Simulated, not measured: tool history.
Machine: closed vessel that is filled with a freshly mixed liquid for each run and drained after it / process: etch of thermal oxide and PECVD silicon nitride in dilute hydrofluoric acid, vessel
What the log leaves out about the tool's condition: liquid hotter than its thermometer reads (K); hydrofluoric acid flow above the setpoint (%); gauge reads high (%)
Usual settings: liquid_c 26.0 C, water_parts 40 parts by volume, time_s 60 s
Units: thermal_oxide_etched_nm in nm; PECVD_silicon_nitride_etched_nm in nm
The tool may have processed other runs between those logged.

run,hour,liquid_c,water_parts,time_s,wafers since the last listed run,hours since the thermometer was replaced,hours since the hydrofluoric acid flow meter was replaced,hours since the gauge calibration,"read-back film thickness of the thermal oxide reference wafer, read on the same gauge (nm)","read-back film thickness of the PECVD silicon nitride reference wafer, read on the same gauge (nm)",thermal_oxide_etched_nm,PECVD_silicon_nitride_etched_nm
1,0.0,26.0,40,85,0,886.9,588.5,87.3,119.97,50.001,11.78,5.269
2,19.7,26.0,40,60,1501,906.6,608.2,107.0,120.02,49.998,8.36,3.713
3,43.5,26.0,40,60,1813,930.4,632.0,130.8,120.00,49.982,8.28,3.700
4,76.7,26.0,40,60,2530,963.6,665.2,164.0,119.98,50.018,8.32,3.642
5,90.7,27.0,40,60,1066,977.6,679.2,178.0,120.00,49.996,8.63,3.882
6,118.2,27.0,40,60,2095,1005.1,706.7,205.5,120.00,50.019,8.71,3.889
7,143.2,26.0,40,80,1905,1030.1,731.7,230.5,120.00,50.004,11.10,4.813
8,161.5,26.0,40,60,1394,1048.4,750.0,248.8,120.01,49.976,8.30,3.692
9,175.2,26.0,40,60,1044,1062.1,763.7,262.5,120.02,50.015,8.35,3.711
10,194.7,26.0,40,60,1486,1081.6,783.2,282.0,119.99,50.026,8.32,3.656
11,212.0,26.0,40,60,1318,1098.9,800.5,299.3,120.06,50.012,8.34,3.670
12,239.7,29.0,60,90,2110,1126.6,828.2,327.0,119.98,49.998,9.13,4.446
13,265.1,22.0,25,60,1935,1152.0,853.6,352.4,120.00,49.992,11.56,4.438
14,298.0,24.0,60,60,2507,1184.9,886.5,385.3,120.03,50.012,4.93,2.148
15,310.7,26.0,40,75,967,1197.6,899.2,398.0,119.99,49.977,10.38,4.625
# hour 325.1: hydrofluoric acid flow meter replaced
16,334.1,27.5,25,35,1707,1221.0,9.0,421.4,119.95,49.989,8.42,3.741
# hour 346.5: thermometer replaced
# hour 358.5: gauge calibrated
17,365.9,26.0,40,60,2347,19.4,40.8,7.4,119.99,49.973,8.33,3.676
18,380.0,22.0,30,80,1074,33.5,54.9,21.5,120.01,50.018,12.68,4.882
19,414.7,30.0,35,90,2644,68.2,89.6,56.2,120.03,49.997,16.85,8.157
20,429.1,26.0,40,60,1097,82.6,104.0,70.6,120.02,49.987,8.34,3.700
21,441.6,26.0,40,60,952,95.1,116.5,83.1,119.97,50.022,8.35,3.674

Run 22 has not been measured yet. What should we expect?
22,473.5,28.0,20,30,2430,127.0,148.4,115.0,?,?,?,?

read-back film thickness of the thermal oxide reference wafer, read on the same gauge (nm): 120.02
read-back film thickness of the PECVD silicon nitride reference wafer, read on the same gauge (nm): 49.989
thermal_oxide_etched_nm: 9.28 nm
PECVD_silicon_nitride_etched_nm: 4.067 nm
Without the tool's hidden state the same run would have given thermal_oxide_etched_nm 9.28 nm, PECVD_silicon_nitride_etched_nm 4.067 nm.
